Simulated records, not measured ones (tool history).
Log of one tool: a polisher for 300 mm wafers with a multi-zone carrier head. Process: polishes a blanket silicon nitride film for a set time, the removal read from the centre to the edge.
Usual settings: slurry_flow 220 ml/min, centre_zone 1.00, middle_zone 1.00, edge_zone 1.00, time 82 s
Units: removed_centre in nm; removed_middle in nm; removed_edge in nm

run    hour  slurry_flow  centre_zone  middle_zone  edge_zone  time  incoming thickness of the incoming film, nm  removed_centre  removed_middle  removed_edge
  1     0.0          220         1.00         1.00       1.00    82                                        492.7           159.8           160.8         160.0
  2   102.3          220         1.00         1.00       1.00    82                                        501.1           153.3           156.6         153.8
      192.1  -- edge zone pressure recalibrated
  3   205.5          220         1.00         1.00       1.00    82                                        499.7           152.2           152.5         154.1
  4   300.8          220         1.00         1.00       1.00    82                                        506.4           151.6           152.4         152.1
      338.6  -- slurry nozzle cleaned
      359.8  -- worn pad replaced by a new one
  5   396.5          220         1.00         1.00       1.00    82                                        511.2           160.6           161.8         158.1
  6   471.5          220         0.91         0.93       1.00    82                                        502.0           140.8           146.7         154.1
  7   558.1          220         0.91         0.93       1.00    82                                        500.0           140.2           143.1         154.6
  8   624.9          220         0.91         0.93       1.00    82                                        502.1           140.3           145.6         152.6
  9   720.9          220         1.00         1.00       1.00    82                                        506.6           150.6           150.9         150.1
      771.0  -- carrier head's membrane replaced by a new one
 10   782.3          220         1.00         1.00       1.00    82                                        504.2           152.4           155.2         147.9
      830.0  -- worn pad replaced by a new one, of another model than before
     1016.6  -- slurry nozzle cleaned
 11  1032.4          220         1.00         1.00       1.00    82                                        504.3           153.1           149.3         151.6
 12  1137.7          190         1.00         1.06       0.92    82                                        504.9           148.5           159.2         147.1
     1273.0  -- worn pad replaced by a new one
     1395.9  -- edge zone pressure recalibrated
     1414.6  -- centre zone pressure recalibrated
 13  1438.5          180         1.00         1.00       1.00    82                                        506.4           150.5           151.4         151.7
 14  1482.6          265         0.97         1.00       1.05    94                                        493.0           169.2           178.7         176.4
 15  1554.3          220         1.03         1.08       0.93   110                                        492.1           212.3           214.2         195.8
     1661.4  -- worn pad replaced by a new one
     1679.5  -- slurry nozzle cleaned
     1692.9  -- carrier head's membrane replaced by a new one
 16  1724.9          265         0.95         0.96       1.00   110                                        500.5           204.6           210.6         214.7
 17  1799.4          260         1.00         0.93       1.00    74                                        488.6           141.6           134.1         139.8
 18  1898.9          220         1.00         0.90       0.88    82                                        498.7           151.6           139.9         144.5
 19  1937.7          220         0.95         1.00       1.00    82                                        499.9           143.9           154.6         154.0
 20  2035.7          220         1.00         0.90       0.88    82                                        496.0           150.5           140.2         145.1
     2050.6  -- worn pad replaced by a new one
 21  2085.5          220         1.00         1.00       1.00    82                                        503.6           158.4           158.0         157.3

Forecast each of these 3 alternatives for the next run:
  A  2085.9          220         1.00         1.00       1.00    82                                        500.5               ?               ?             ?
  B  2085.9          265         1.00         1.00       1.00    65                                        500.5               ?               ?             ?
  C  2085.9          220         1.04         1.00       1.00    92                                        500.5               ?               ?             ?

run  removed_centre  removed_middle  removed_edge
  A           159.2           162.8         159.0
  B           128.2           130.9         127.3
  C           185.9           182.7         178.3
Without the tool's hidden state the same runs would have given:
run  removed_centre  removed_middle  removed_edge
  A           162.4           166.1         162.1
  B           130.7           133.5         129.8
  C           189.5           186.3         181.9
